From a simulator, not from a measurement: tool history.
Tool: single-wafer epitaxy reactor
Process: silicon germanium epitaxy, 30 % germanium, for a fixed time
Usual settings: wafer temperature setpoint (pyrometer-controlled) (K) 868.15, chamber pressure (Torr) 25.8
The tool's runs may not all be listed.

run,hour,wafer temperature setpoint (pyrometer-controlled) (K),chamber pressure (Torr),"read-back reference wafer on the same gauge, thickness_nm",mean film thickness on the monitor wafer (Å)
1,0.0,868.15,25.8,61.848,528.69
2,43.1,868.15,25.8,61.649,526.19
3,85.2,868.15,22.9,61.645,512.13
4,115.2,868.15,25.8,61.577,524.83
5,205.0,868.15,25.8,61.450,526.03
6,262.6,868.15,25.8,63.267,539.75
7,319.1,868.15,25.8,63.206,538.29
8,343.7,857.15,25.8,63.163,449.32
9,383.1,868.15,25.8,63.109,538.38
10,448.2,868.15,25.8,63.000,538.74
11,493.0,868.15,25.8,62.915,537.97
12,529.7,873.15,25.8,62.901,580.19
13,562.0,868.15,25.8,62.848,535.12
14,633.1,859.15,20.8,62.765,439.80
15,685.5,855.15,25.8,62.643,430.23
16,713.9,881.15,21.5,62.637,627.69
17,747.9,862.15,25.8,62.496,483.26
18,817.9,874.15,19.9,62.442,553.60
19,885.8,878.15,28.6,62.356,645.80
20,944.0,859.15,30.2,62.230,478.81
21,979.1,864.15,23.0,62.203,485.18
22,1041.9,856.15,21.7,62.108,414.85
23,1085.5,868.15,25.8,62.079,528.49
24,1157.4,872.15,31.8,61.908,591.72
25,1225.5,862.15,21.0,61.813,453.57
26,1258.8,880.15,25.8,61.764,634.47
27,1306.2,868.15,29.0,61.645,542.55
28,1352.2,878.15,30.0,61.540,640.73
29,1386.5,878.15,27.5,61.538,628.36
30,1442.1,878.15,25.8,61.428,621.33
31,1480.5,881.15,25.8,61.369,642.32
32,1542.5,857.15,20.4,61.273,412.58
33,1570.8,878.15,25.8,61.254,613.34
34,1616.6,868.15,25.8,64.046,551.26

Not shown: 6 entries that the log had between the listed runs. Between which runs, and how does the tool's hidden state differ before and after?
Between runs 5 and 6: gauge calibrated (hour 221.2)
  gauge reads high (%): -3.96 -> -1.09
  measured less the result without the state, mean film thickness on the monitor wafer (Å): -21.70 -> -5.96
Between runs 13 and 14: capacitance manometer re-zeroed and calibrated (hour 576.7); pyrometer calibrated (hour 621.1)
  gauge reads high (%): -1.83 -> -2
  measured less the result without the state, mean film thickness on the monitor wafer (Å): -9.96 -> -8.99
Between runs 19 and 20: showerhead replaced (hour 937.3)
  gauge reads high (%): -2.62 -> -2.76
  measured less the result without the state, mean film thickness on the monitor wafer (Å): -17.38 -> -13.61
Between runs 32 and 33: pyrometer calibrated (hour 1570.2)
  gauge reads high (%): -4.23 -> -4.3
  measured less the result without the state, mean film thickness on the monitor wafer (Å): -18.22 -> -27.55
Between runs 33 and 34: gauge calibrated (hour 1596.8)
  gauge reads high (%): -4.3 -> 0.065
  measured less the result without the state, mean film thickness on the monitor wafer (Å): -27.55 -> +0.36

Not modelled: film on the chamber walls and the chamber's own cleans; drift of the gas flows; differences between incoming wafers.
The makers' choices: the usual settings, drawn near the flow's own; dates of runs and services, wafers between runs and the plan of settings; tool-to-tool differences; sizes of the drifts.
